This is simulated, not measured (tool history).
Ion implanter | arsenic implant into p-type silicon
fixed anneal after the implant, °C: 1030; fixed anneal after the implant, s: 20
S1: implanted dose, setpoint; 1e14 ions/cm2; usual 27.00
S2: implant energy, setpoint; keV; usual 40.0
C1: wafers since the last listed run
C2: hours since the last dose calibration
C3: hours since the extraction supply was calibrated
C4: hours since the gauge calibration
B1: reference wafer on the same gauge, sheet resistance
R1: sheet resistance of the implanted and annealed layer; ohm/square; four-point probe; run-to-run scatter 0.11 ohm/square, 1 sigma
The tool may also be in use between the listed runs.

run 1 day=0.000 | S1=30.58 S2=40.0 | C1=0 C2=1584.4 C3=3999.8 C4=430.4 | B1=79.10 | R1=73.70
run 2 day=1.550 | S1=30.58 S2=40.0 | C1=342 C2=1621.6 C3=4037.0 C4=467.6 | B1=79.10 | R1=73.54
run 3 day=2.583 | S1=30.58 S2=40.0 | C1=228 C2=1646.4 C3=4061.8 C4=492.4 | B1=79.10 | R1=73.90
run 4 day=4.400 | S1=27.00 S2=40.0 | C1=401 C2=1690.0 C3=4105.4 C4=536.0 | B1=79.09 | R1=76.50
-- day=5.675 gauge calibrated
run 5 day=6.700 | S1=27.00 S2=40.0 | C1=507 C2=1745.2 C3=4160.6 C4=24.6 | B1=79.08 | R1=76.28
run 6 day=12.321 | S1=27.00 S2=40.0 | C1=1240 C2=1880.1 C3=4295.5 C4=159.5 | B1=79.12 | R1=76.23
run 7 day=13.408 | S1=27.00 S2=40.0 | C1=240 C2=1906.2 C3=4321.6 C4=185.6 | B1=79.07 | R1=76.70
run 8 day=15.808 | S1=27.00 S2=40.0 | C1=529 C2=1963.8 C3=4379.2 C4=243.2 | B1=79.11 | R1=76.49
-- day=16.708 extraction supply calibrated
run 9 day=18.729 | S1=20.14 S2=40.0 | C1=571 C2=2033.9 C3=48.5 C4=313.3 | B1=79.08 | R1=85.51
run 10 day=20.454 | S1=30.74 S2=36.5 | C1=380 C2=2075.3 C3=89.9 C4=354.7 | B1=79.11 | R1=76.54
-- day=21.558 Faraday cup replaced and dose calibrated
run 11 day=22.388 | S1=30.44 S2=40.0 | C1=353 C2=19.9 C3=136.3 C4=401.1 | B1=79.08 | R1=72.70
-- day=24.025 gauge calibrated
run 12 day=24.325 | S1=30.58 S2=40.0 | C1=427 C2=66.4 C3=182.8 C4=7.2 | B1=79.10 | R1=72.72

Run 13 has not been measured yet. What should we expect?
run 13 day=27.788 | S1=31.45 S2=34.5 | C1=764 C2=149.5 C3=265.9 C4=90.3 | B1=? | R1=?

{"run 13": {"B1": 79.11, "R1": 77.01}}
On a tool with no hidden condition, and with the same random variation, this run would have come out at R1 76.86 ohm/square.
